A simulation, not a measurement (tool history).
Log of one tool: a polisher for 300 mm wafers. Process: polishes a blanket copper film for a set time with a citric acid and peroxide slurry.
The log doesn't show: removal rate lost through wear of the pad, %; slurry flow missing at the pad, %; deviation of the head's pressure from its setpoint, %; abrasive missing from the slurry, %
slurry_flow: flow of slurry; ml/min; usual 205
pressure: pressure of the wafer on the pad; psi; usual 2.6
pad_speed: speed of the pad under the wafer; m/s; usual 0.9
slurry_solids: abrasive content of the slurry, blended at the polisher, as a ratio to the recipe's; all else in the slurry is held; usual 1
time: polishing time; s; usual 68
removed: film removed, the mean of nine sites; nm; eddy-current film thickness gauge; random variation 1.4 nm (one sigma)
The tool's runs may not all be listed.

run,hour,slurry_flow,pressure,pad_speed,slurry_solids,time,wafers since the last listed run,wafers polished on this pad,hours since the slurry nozzle was cleaned,hours since the head pressure was calibrated,hours since the slurry blender was calibrated,"incoming thickness of the incoming film, nm",removed
1,0,205,2.6,0.9,1,68,0,1000,346.6,170.8,283.7,1182.1,127.8
2,61,205,2.6,0.9,1,68,509,1510,407.6,231.8,344.7,1190.1,122.6
3,131.7,205,2.6,0.9,1,68,590,2100,478.3,302.5,415.4,1207.4,121.2
4,188.6,205,2.6,0.9,1,68,475,2575,535.2,359.4,472.3,1187.4,119.3
# hour 227.1: slurry blender recalibrated
5,227.6,205,2.6,1.12,1,68,308,2884,574.2,398.4,0.5,1213.8,145.3
6,257.8,205,2.6,1.12,1,68,252,3137,604.4,428.6,30.7,1188.3,146.3
# hour 286.1: slurry nozzle cleaned
# hour 296.4: worn pad replaced by a new one
7,339.5,205,2.6,0.9,1,68,640,359,53.4,510.3,112.4,1182.3,124.4
8,402.2,205,2.6,1,0.85,48,523,883,116.1,573,175.1,1176.7,95.6
9,436.2,205,2.6,0.9,1,68,283,1167,150.1,607,209.1,1176.2,126.1
10,490.2,205,2.1,0.9,1,50,450,1618,204.1,661,263.1,1204,75.2
11,532.8,205,2.6,0.9,1,68,355,1974,246.7,703.6,305.7,1189.7,121.2
12,564.9,205,3.2,0.9,0.75,68,268,2242,278.8,735.7,337.8,1179.9,141.8
13,627.6,205,2.3,0.78,1,55,523,2765,341.5,798.4,400.5,1199.7,73.8
14,658,205,2.6,0.9,0.8,68,253,3019,371.9,828.8,430.9,1187.5,113.3
# hour 708.5: head pressure recalibrated
15,709,205,2,1,1,83,409,3428,422.9,0.5,481.9,1191.5,122
# hour 725.6: slurry blender recalibrated
16,773.7,225,2.6,0.9,1,53,523,3952,487.6,65.2,48.1,1204.4,87.5
# hour 780.6: worn pad replaced by a new one
17,845.2,180,1.8,0.9,1.25,68,563,539,559.1,136.7,119.6,1169.1,95.4
18,896.2,205,3.2,0.9,1,68,425,965,610.1,187.7,170.6,1178.3,151.5

The next listed run, before its measurement:
19,933.7,205,2.6,0.9,1,60,313,1278,647.6,225.2,208.1,1201.4,?

{"run 19": {"removed": 107.3}}
Without the tool's hidden state the same run would have given removed 109.3 nm.

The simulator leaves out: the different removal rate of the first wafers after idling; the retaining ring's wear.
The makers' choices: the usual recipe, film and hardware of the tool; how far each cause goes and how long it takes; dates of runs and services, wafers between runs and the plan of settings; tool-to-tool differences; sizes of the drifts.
